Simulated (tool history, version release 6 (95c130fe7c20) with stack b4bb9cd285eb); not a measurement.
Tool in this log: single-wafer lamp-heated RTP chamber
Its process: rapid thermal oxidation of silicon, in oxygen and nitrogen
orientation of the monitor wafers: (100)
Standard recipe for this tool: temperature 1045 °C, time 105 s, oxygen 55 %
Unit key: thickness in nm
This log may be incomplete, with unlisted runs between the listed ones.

| run | day | temperature | time | oxygen | wafers since the last listed run | wafers since the last pyrometer calibration | hours since the oxygen flow controller was replaced | hours since the gauge calibration | read-back reference wafer on the same gauge, thickness | thickness |
|---|---|---|---|---|---|---|---|---|---|---|
| 1 | 0.000 | 1045 | 105 | 75 | 0 | 2501 | 5893.4 | 573.0 | 10.021 | 9.967 |
| 2 | 0.338 | 1045 | 105 | 55 | 130 | 2632 | 5901.5 | 581.1 | 10.024 | 8.785 |
| 3 | 0.888 | 1045 | 105 | 55 | 212 | 2845 | 5914.7 | 594.3 | 10.014 | 8.895 |
| 4 | 1.383 | 1068 | 105 | 55 | 191 | 3037 | 5926.6 | 606.2 | 10.019 | 10.415 |
| 5 | 1.788 | 1068 | 105 | 55 | 156 | 3193 | 5936.3 | 615.9 | 10.026 | 10.350 |
| 6 | 3.558 | 1059 | 105 | 55 | 685 | 3879 | 5978.8 | 658.4 | 10.018 | 9.803 |
|  | 3.888 | gauge calibrated |
| 7 | 4.204 | 1059 | 105 | 55 | 249 | 4129 | 5994.3 | 7.6 | 10.021 | 9.869 |
| 8 | 4.692 | 1045 | 130 | 55 | 188 | 4317 | 6006.0 | 19.3 | 10.013 | 9.813 |
| 9 | 5.367 | 1045 | 130 | 55 | 261 | 4578 | 6022.2 | 35.5 | 10.017 | 9.822 |
| 10 | 6.083 | 1045 | 105 | 55 | 277 | 4856 | 6039.4 | 52.7 | 10.017 | 9.013 |
| 11 | 6.833 | 1045 | 105 | 55 | 290 | 5146 | 6057.4 | 70.7 | 10.022 | 8.994 |
| 12 | 7.496 | 1045 | 105 | 55 | 256 | 5403 | 6073.3 | 86.6 | 10.024 | 9.111 |
| 13 | 9.392 | 1045 | 105 | 55 | 733 | 6136 | 6118.8 | 132.1 | 10.016 | 9.172 |
| 14 | 9.812 | 1045 | 105 | 55 | 162 | 6299 | 6128.9 | 142.2 | 10.026 | 9.148 |
| 15 | 10.462 | 1057 | 105 | 55 | 251 | 6551 | 6144.5 | 157.8 | 10.017 | 9.916 |
| 16 | 10.846 | 1056 | 88 | 33 | 148 | 6699 | 6153.7 | 167.0 | 10.018 | 7.585 |
| 17 | 11.108 | 1024 | 156 | 32 | 101 | 6801 | 6160.0 | 173.3 | 10.018 | 7.819 |
| 18 | 11.917 | 1045 | 105 | 81 | 312 | 7114 | 6179.4 | 192.7 | 10.029 | 10.606 |
|  | 12.438 | pyrometer window cleaned and pyrometer calibrated |
| 19 | 12.483 | 1045 | 59 | 82 | 90 | 17 | 6193.0 | 206.3 | 10.022 | 7.859 |
| 20 | 12.738 | 1065 | 105 | 55 | 98 | 115 | 6199.1 | 212.4 | 10.020 | 10.075 |
| 21 | 13.054 | 1064 | 105 | 64 | 122 | 237 | 6206.7 | 220.0 | 10.011 | 10.610 |
|  | 13.721 | oxygen flow controller replaced |
| 22 | 13.796 | 1068 | 68 | 29 | 158 | 396 | 1.8 | 237.8 | 10.017 | 6.792 |
| 23 | 14.100 | 1045 | 105 | 55 | 117 | 513 | 9.1 | 245.1 | 10.020 | 8.863 |
| 24 | 14.462 | 1045 | 105 | 55 | 140 | 654 | 17.8 | 253.8 | 10.013 | 8.841 |
| 25 | 15.104 | 1059 | 105 | 55 | 248 | 902 | 33.2 | 269.2 | 10.035 | 9.757 |
| 26 | 15.708 | 1045 | 53 | 55 | 233 | 1136 | 47.7 | 283.7 | 10.023 | 6.525 |
| 27 | 16.112 | 1037 | 77 | 65 | 156 | 1292 | 57.4 | 293.4 | 10.008 | 7.631 |
| 28 | 16.792 | 1045 | 105 | 36 | 262 | 1555 | 73.7 | 309.7 | 10.026 | 7.568 |
| 29 | 17.383 | 1074 | 105 | 30 | 229 | 1784 | 87.9 | 323.9 | 10.015 | 8.698 |
| 30 | 17.942 | 1059 | 128 | 65 | 216 | 2000 | 101.3 | 337.3 | 10.023 | 11.359 |
| 31 | 18.583 | 1069 | 105 | 65 | 248 | 2249 | 116.7 | 352.7 | 10.010 | 10.996 |
| 32 | 18.900 | 1074 | 105 | 55 | 122 | 2371 | 124.3 | 360.3 | 10.024 | 10.745 |
| 33 | 19.588 | 1031 | 74 | 42 | 266 | 2637 | 140.8 | 376.8 | 10.025 | 6.211 |
| 34 | 20.483 | 1045 | 130 | 76 | 346 | 2984 | 162.3 | 398.3 | 10.007 | 10.984 |
| 35 | 20.921 | 1025 | 54 | 46 | 169 | 3153 | 172.8 | 408.8 | 10.007 | 5.410 |
| 36 | 21.667 | 1045 | 105 | 55 | 288 | 3442 | 190.7 | 426.7 | 10.011 | 8.854 |
| 37 | 22.829 | 1059 | 128 | 65 | 449 | 3892 | 218.6 | 454.6 | 10.018 | 11.419 |
| 38 | 23.162 | 1073 | 60 | 81 | 129 | 4021 | 226.6 | 462.6 | 10.013 | 9.592 |

What the log doesn't show, run by run:
deviation of the oxygen flow from its setpoint, %: 0 at every run
gauge reads high (%): 0 at every run
H1: true wafer temperature minus pyrometer reading, K
| run | H1 |
|---|---|
| 1 | 1.28 |
| 2 | 1.37 |
| 3 | 1.52 |
| 4 | 1.66 |
| 5 | 1.78 |
| 6 | 2.4 |
| 7 | 2.66 |
| 8 | 2.86 |
| 9 | 3.15 |
| 10 | 3.49 |
| 11 | 3.86 |
| 12 | 4.2 |
| 13 | 5.28 |
| 14 | 5.53 |
| 15 | 5.95 |
| 16 | 6.2 |
| 17 | 6.37 |
| 18 | 6.92 |
| 19 | 0.627 |
| 20 | 0.629 |
| 21 | 0.635 |
| 22 | 0.662 |
| 23 | 0.68 |
| 24 | 0.705 |
| 25 | 0.763 |
| 26 | 0.831 |
| 27 | 0.884 |
| 28 | 0.988 |
| 29 | 1.09 |
| 30 | 1.2 |
| 31 | 1.35 |
| 32 | 1.42 |
| 33 | 1.6 |
| 34 | 1.86 |
| 35 | 2 |
| 36 | 2.25 |
| 37 | 2.68 |
| 38 | 2.82 |
